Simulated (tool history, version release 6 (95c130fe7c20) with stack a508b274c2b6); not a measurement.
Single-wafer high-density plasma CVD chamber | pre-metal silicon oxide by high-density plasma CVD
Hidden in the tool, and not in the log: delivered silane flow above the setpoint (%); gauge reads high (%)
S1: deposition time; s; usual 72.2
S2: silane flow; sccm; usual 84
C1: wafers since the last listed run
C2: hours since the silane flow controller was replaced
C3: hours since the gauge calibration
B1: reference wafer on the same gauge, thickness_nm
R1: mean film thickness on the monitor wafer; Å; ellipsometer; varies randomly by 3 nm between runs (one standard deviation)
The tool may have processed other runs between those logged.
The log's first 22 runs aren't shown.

Run 23, hour 1905.2: usual settings but S1 60.8 s; C1 1696; C2 426.8; C3 3398.2; B1 528.024. Result: R1 4878.82 Å.
Run 24, hour 1968.7: usual settings but S1 82.3 s, S2 71 sccm; C1 1130; C2 490.3; C3 3461.7; B1 527.555. Result: R1 5801.44 Å.
Run 25, hour 2070.5: usual settings; C1 1812; C2 592.1; C3 3563.5; B1 528.406. Result: R1 5877.17 Å.
At hour 2074: gauge calibrated.
Run 26, hour 2150.9: usual settings but S1 82.2 s, S2 98 sccm; C1 1431; C2 672.5; C3 76.9; B1 527.498. Result: R1 7502.45 Å.
Run 27, hour 2250.5: usual settings but S1 80.2 s; C1 1773; C2 772.1; C3 176.5; B1 527.671. Result: R1 6470.64 Å.
Run 28, hour 2287.6: usual settings but S2 95 sccm; C1 660; C2 809.2; C3 213.6; B1 527.715. Result: R1 6418.98 Å.
Run 29, hour 2391.3: usual settings but S1 64.4 s; C1 1846; C2 912.9; C3 317.3; B1 527.429. Result: R1 5177.21 Å.
Run 30, hour 2441.8: usual settings; C1 899; C2 963.4; C3 367.8; B1 527.938. Result: R1 5792.77 Å.
Run 31, hour 2509.8: usual settings but S1 77.3 s, S2 92 sccm; C1 1210; C2 1031.4; C3 435.8; B1 527.574. Result: R1 6718.69 Å.
Run 32, hour 2609.4: usual settings; C1 1773; C2 1131; C3 535.4; B1 528.03. Result: R1 5734.5 Å.
Run 33, hour 2661.5: usual settings but S1 83.1 s, S2 74 sccm; C1 927; C2 1183.1; C3 587.5; B1 527.752. Result: R1 5992.14 Å.
Run 34, hour 2697.7: usual settings but S1 78.5 s, S2 94 sccm; C1 644; C2 1219.3; C3 623.7; B1 528.337. Result: R1 6942.11 Å.
Run 35, hour 2768.9: usual settings but S2 88 sccm; C1 1267; C2 1290.5; C3 694.9; B1 527.826. Result: R1 6026.19 Å.
Run 36, hour 3086.2: usual settings; C1 5648; C2 1607.8; C3 1012.2; B1 527.895. Result: R1 5824.22 Å.
Run 37, hour 3142.8: usual settings but S1 67.7 s; C1 1007; C2 1664.4; C3 1068.8; B1 528.169. Result: R1 5412.43 Å.
Run 38, hour 3187.4: usual settings but S2 70 sccm; C1 794; C2 1709; C3 1113.4; B1 528.059. Result: R1 5020.81 Å.
Run 39, hour 3293.5: usual settings but S2 88 sccm; C1 1888; C2 1815.1; C3 1219.5; B1 528.471. Result: R1 6073.16 Å.
Run 40, hour 3367.3: usual settings but S1 79.9 s, S2 88 sccm; C1 1313; C2 1888.9; C3 1293.3; B1 528.476. Result: R1 6726.84 Å.

Expected results for the next run?
Run 41, hour 3440.9: usual settings but S1 62.4 s, S2 78 sccm; C1 1310; C2 1962.5; C3 1366.9; B1 ?. Result: R1 ?.

B1: 528.196
R1: 4726.73 Å
The same run, on a tool lacking any hidden state, would have yielded R1 4726.73 Å.
